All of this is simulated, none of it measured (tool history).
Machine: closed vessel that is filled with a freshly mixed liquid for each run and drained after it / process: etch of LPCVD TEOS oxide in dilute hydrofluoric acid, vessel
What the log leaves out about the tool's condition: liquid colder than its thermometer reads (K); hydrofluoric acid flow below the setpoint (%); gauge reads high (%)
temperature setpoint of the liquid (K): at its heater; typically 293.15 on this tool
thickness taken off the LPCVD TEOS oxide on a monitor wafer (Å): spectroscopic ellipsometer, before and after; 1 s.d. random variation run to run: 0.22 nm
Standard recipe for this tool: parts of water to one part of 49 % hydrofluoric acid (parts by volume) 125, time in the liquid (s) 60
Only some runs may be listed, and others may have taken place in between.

run    hour  temperature setpoint of the liquid (K)  parts of water to one part of 49 % hydrofluoric acid (parts by volume)  time in the liquid (s)  wafers since the last listed run  hours since the thermometer was replaced  hours since the hydrofluoric acid flow meter was replaced  hours since the gauge calibration  read-back film thickness of the LPCVD TEOS oxide reference wafer, read on the same gauge (nm)  thickness taken off the LPCVD TEOS oxide on a monitor wafer (Å)
  1     0.0                                  293.15                                                                     125                      60                                 0                                    1259.5                                                      110.0                             1106.0                                                                                         120.00                                                            245.9
  2    52.0                                  293.15                                                                     125                      60                              3588                                    1311.5                                                      162.0                             1158.0                                                                                         120.01                                                            245.0
  3   118.5                                  293.15                                                                     125                      60                              4589                                    1378.0                                                      228.5                             1224.5                                                                                         120.01                                                            244.1
  4   150.5                                  293.15                                                                     125                      60                              2208                                    1410.0                                                      260.5                             1256.5                                                                                         119.99                                                            245.2
  5   179.6                                  293.15                                                                     125                      60                              2008                                    1439.1                                                      289.6                             1285.6                                                                                         120.00                                                            243.3
  6   227.0                                  293.15                                                                     125                      60                              3271                                    1486.5                                                      337.0                             1333.0                                                                                         120.00                                                            241.6
  7   265.8                                  293.15                                                                     125                      60                              2677                                    1525.3                                                      375.8                             1371.8                                                                                         119.98                                                            245.8
  8   322.9                                  296.15                                                                     125                      60                              3940                                    1582.4                                                      432.9                             1428.9                                                                                         120.02                                                            273.1
      338.4  -- hydrofluoric acid flow meter replaced
  9   392.1                                  296.15                                                                     125                      60                              4706                                    1651.6                                                       53.7                             1498.1                                                                                         119.99                                                            272.1
 10   444.3                                  293.15                                                                     145                      60                              3602                                    1703.8                                                      105.9                             1550.3                                                                                         120.01                                                            203.5
 11   477.4                                  294.65                                                                     160                      60                              2284                                    1736.9                                                      139.0                             1583.4                                                                                         119.99                                                            193.8
      495.4  -- thermometer replaced
 12   503.2                                  293.15                                                                     125                      60                              1711                                       7.8                                                      164.8                             1609.2                                                                                         120.03                                                            244.5
 13   555.6                                  290.15                                                                     125                      45                              3616                                      60.2                                                      217.2                             1661.6                                                                                         120.01                                                            160.8
 14   587.0                                  297.15                                                                     125                      60                              2166                                      91.6                                                      248.6                             1693.0                                                                                         119.99                                                            286.9
 15   634.5                                  291.15                                                                      80                      60                              3278                                     139.1                                                      296.1                             1740.5                                                                                         120.00                                                            363.4
 16   706.3                                  290.15                                                                     160                      75                              4954                                     210.9                                                      367.9                             1812.3                                                                                         120.00                                                            204.0
 17   740.7                                  293.15                                                                     125                      70                              2373                                     245.3                                                      402.3                             1846.7                                                                                         120.00                                                            285.0
      763.8  -- hydrofluoric acid flow meter replaced
 18   892.2                                  290.15                                                                     180                      90                             10386                                     396.8                                                      128.4                             1998.2                                                                                         119.99                                                            212.4
 19   936.9                                  293.15                                                                     125                      60                              3084                                     441.5                                                      173.1                             2042.9                                                                                         120.00                                                            244.2
 20  1004.6                                  291.15                                                                     170                      40                              4672                                     509.2                                                      240.8                             2110.6                                                                                         120.01                                                            105.1
 21  1067.8                                  290.65                                                                     125                      70                              4361                                     572.4                                                      304.0                             2173.8                                                                                         119.99                                                            254.5
 22  1095.3                                  293.15                                                                     125                      60                              1897                                     599.9                                                      331.5                             2201.3                                                                                         120.01                                                            244.6
 23  1130.6                                  296.65                                                                     125                      60                              2436                                     635.2                                                      366.8                             2236.6                                                                                         119.99                                                            278.4
 24  1156.8                                  290.15                                                                     165                      60                              1808                                     661.4                                                      393.0                             2262.8                                                                                         119.99                                                            158.2
     1156.8  -- gauge calibrated
     1184.5  -- hydrofluoric acid flow meter replaced
 25  1273.7                                  294.65                                                                     180                      35                              7998                                     778.3                                                       89.2                              116.9                                                                                         120.00                                                             99.0
 26  1304.6                                  290.15                                                                     125                      45                              2132                                     809.2                                                      120.1                              147.8                                                                                         120.00                                                            161.2
 27  1358.0                                  290.65                                                                     100                      50                              3685                                     862.6                                                      173.5                              201.2                                                                                         120.01                                                            236.4
 28  1416.1                                  293.15                                                                      85                      60                              4009                                     920.7                                                      231.6                              259.3                                                                                         120.00                                                            374.2
 29  1551.5                                  290.15                                                                     125                      80                              9344                                    1056.1                                                      367.0                              394.7                                                                                         120.01                                                            284.1
 30  1607.7                                  297.65                                                                     100                      60                              3878                                    1112.3                                                      423.2                              450.9                                                                                         119.99                                                            374.2
     1623.7  -- hydrofluoric acid flow meter replaced
 31  1669.2                                  293.15                                                                     125                      50                              4175                                    1173.8                                                       45.5                              512.4                                                                                         120.00                                                            202.9
 32  1721.8                                  293.15                                                                     125                      60                              3629                                    1226.4                                                       98.1                              565.0                                                                                         119.99                                                            246.2
 33  1757.9                                  293.15                                                                     175                      35                              2491                                    1262.5                                                      134.2                              601.1                                                                                         119.99                                                             95.1

Below are 4 alternative next runs, each starting from the tool's condition after run 33. Predict each:
  A  1758.6                                  293.15                                                                     180                      60                                48                                    1263.2                                                      134.9                              601.8                                                                                              ?                                                                ?
  B  1758.6                                  290.15                                                                     125                      60                                48                                    1263.2                                                      134.9                              601.8                                                                                              ?                                                                ?
  C  1758.6                                  291.65                                                                     125                      85                                48                                    1263.2                                                      134.9                              601.8                                                                                              ?                                                                ?
  D  1758.6                                  294.65                                                                      80                      35                                48                                    1263.2                                                      134.9                              601.8                                                                                              ?                                                                ?

run  read-back film thickness of the LPCVD TEOS oxide reference wafer, read on the same gauge (nm)  thickness taken off the LPCVD TEOS oxide on a monitor wafer (Å)
  A                                                                                         119.98                                                            158.8
  B                                                                                         119.98                                                            214.1
  C                                                                                         119.98                                                            322.6
  D                                                                                         119.98                                                            246.8
Without the tool's hidden state the same runs would have given:
run  thickness taken off the LPCVD TEOS oxide on a monitor wafer (Å)
  A                                                            158.8
  B                                                            214.1
  C                                                            322.6
  D                                                            246.8
